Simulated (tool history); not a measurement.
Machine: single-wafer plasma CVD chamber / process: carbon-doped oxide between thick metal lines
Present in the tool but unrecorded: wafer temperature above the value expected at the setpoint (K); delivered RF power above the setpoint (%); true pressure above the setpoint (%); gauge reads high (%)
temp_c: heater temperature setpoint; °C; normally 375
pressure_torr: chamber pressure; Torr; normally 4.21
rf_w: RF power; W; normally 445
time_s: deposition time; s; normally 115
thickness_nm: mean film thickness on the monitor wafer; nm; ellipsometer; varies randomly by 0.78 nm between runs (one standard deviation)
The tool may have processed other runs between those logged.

| run | hour | temp_c | pressure_torr | rf_w | time_s | wafers since the last listed run | hours since the last thermocouple change | hours since the last RF generator calibration | hours since the last manometer calibration | hours since the showerhead was replaced | hours since the gauge calibration | read-back reference wafer on the same gauge, thickness_nm | thickness_nm |
|---|---|---|---|---|---|---|---|---|---|---|---|---|---|
| 1 | 0 | 382 | 4.21 | 410 | 115 | 0 | 637.6 | 1350.5 | 855 | 5003.4 | 126.9 | 500.087 | 474.506 |
| 2 | 8 | 375 | 4.21 | 445 | 115 | 90 | 645.6 | 1358.5 | 863 | 5011.4 | 134.9 | 499.719 | 499.541 |
| 3 | 25.7 | 375 | 4.21 | 445 | 115 | 200 | 663.3 | 1376.2 | 880.7 | 5029.1 | 152.6 | 499.942 | 499.362 |
| 4 | 34 | 375 | 4.21 | 445 | 115 | 93 | 671.6 | 1384.5 | 889 | 5037.4 | 160.9 | 499.979 | 499.059 |
| 5 | 51.9 | 375 | 4.21 | 445 | 115 | 202 | 689.5 | 1402.4 | 906.9 | 5055.3 | 178.8 | 499.89 | 499 |
| 6 | 59.6 | 375 | 4.21 | 445 | 115 | 87 | 697.2 | 1410.1 | 914.6 | 5063 | 186.5 | 499.957 | 498.937 |
| 7 | 72 | 381 | 4.21 | 445 | 115 | 140 | 709.6 | 1422.5 | 927 | 5075.4 | 198.9 | 500.299 | 492.603 |
|  | 91.3 | showerhead replaced |
| 8 | 91.8 | 381 | 4.21 | 475 | 115 | 133 | 729.4 | 1442.3 | 946.8 | 0.5 | 218.7 | 500.114 | 510.233 |
| 9 | 103.1 | 381 | 4.21 | 475 | 115 | 127 | 740.7 | 1453.6 | 958.1 | 11.8 | 230 | 500.103 | 509.049 |
| 10 | 109.2 | 361 | 4.55 | 445 | 115 | 69 | 746.8 | 1459.7 | 964.2 | 17.9 | 236.1 | 500.023 | 514.649 |
| 11 | 116.6 | 381 | 4.21 | 445 | 115 | 83 | 754.2 | 1467.1 | 971.6 | 25.3 | 243.5 | 499.895 | 493.909 |
|  | 130.2 | capacitance manometer re-zeroed and calibrated |
|  | 130.3 | gauge calibrated |
| 12 | 132.7 | 367 | 3.67 | 530 | 106 | 91 | 770.3 | 1483.2 | 2.5 | 41.4 | 2.4 | 499.719 | 499.027 |
| 13 | 145.2 | 375 | 4.21 | 395 | 115 | 141 | 782.8 | 1495.7 | 15 | 53.9 | 14.9 | 500.005 | 469.052 |
|  | 153.8 | thermocouple changed; heater temperature recalibrated |
| 14 | 155.8 | 375 | 4.95 | 445 | 115 | 29 | 2 | 1506.3 | 25.6 | 64.5 | 25.5 | 500.205 | 508.647 |
|  | 164.8 | RF generator calibrated |
| 15 | 170.7 | 375 | 5.21 | 395 | 115 | 78 | 16.9 | 5.9 | 40.5 | 79.4 | 40.4 | 499.911 | 499.711 |
| 16 | 185.2 | 375 | 4.21 | 385 | 94 | 164 | 31.4 | 20.4 | 55 | 93.9 | 54.9 | 500.112 | 393.624 |
| 17 | 200.5 | 375 | 4.21 | 500 | 115 | 173 | 46.7 | 35.7 | 70.3 | 109.2 | 70.2 | 499.782 | 543.547 |
| 18 | 211.6 | 375 | 4.21 | 445 | 115 | 125 | 57.8 | 46.8 | 81.4 | 120.3 | 81.3 | 500.139 | 514.792 |

For each run, what was the tool's unlogged condition?
wafer temperature above the value expected at the setpoint (K): 0 at every run
true pressure above the setpoint (%): 0 at every run
gauge reads high (%): 0 at every run
H1: delivered RF power above the setpoint (%)
| run | H1 |
|---|---|
| 1 | -6.8 |
| 2 | -6.84 |
| 3 | -6.92 |
| 4 | -6.96 |
| 5 | -7.05 |
| 6 | -7.09 |
| 7 | -7.14 |
| 8 | -7.24 |
| 9 | -7.29 |
| 10 | -7.32 |
| 11 | -7.36 |
| 12 | -7.44 |
| 13 | -7.49 |
| 14 | -7.55 |
| 15 | -0.497 |
| 16 | -0.566 |
| 17 | -0.639 |
| 18 | -0.692 |
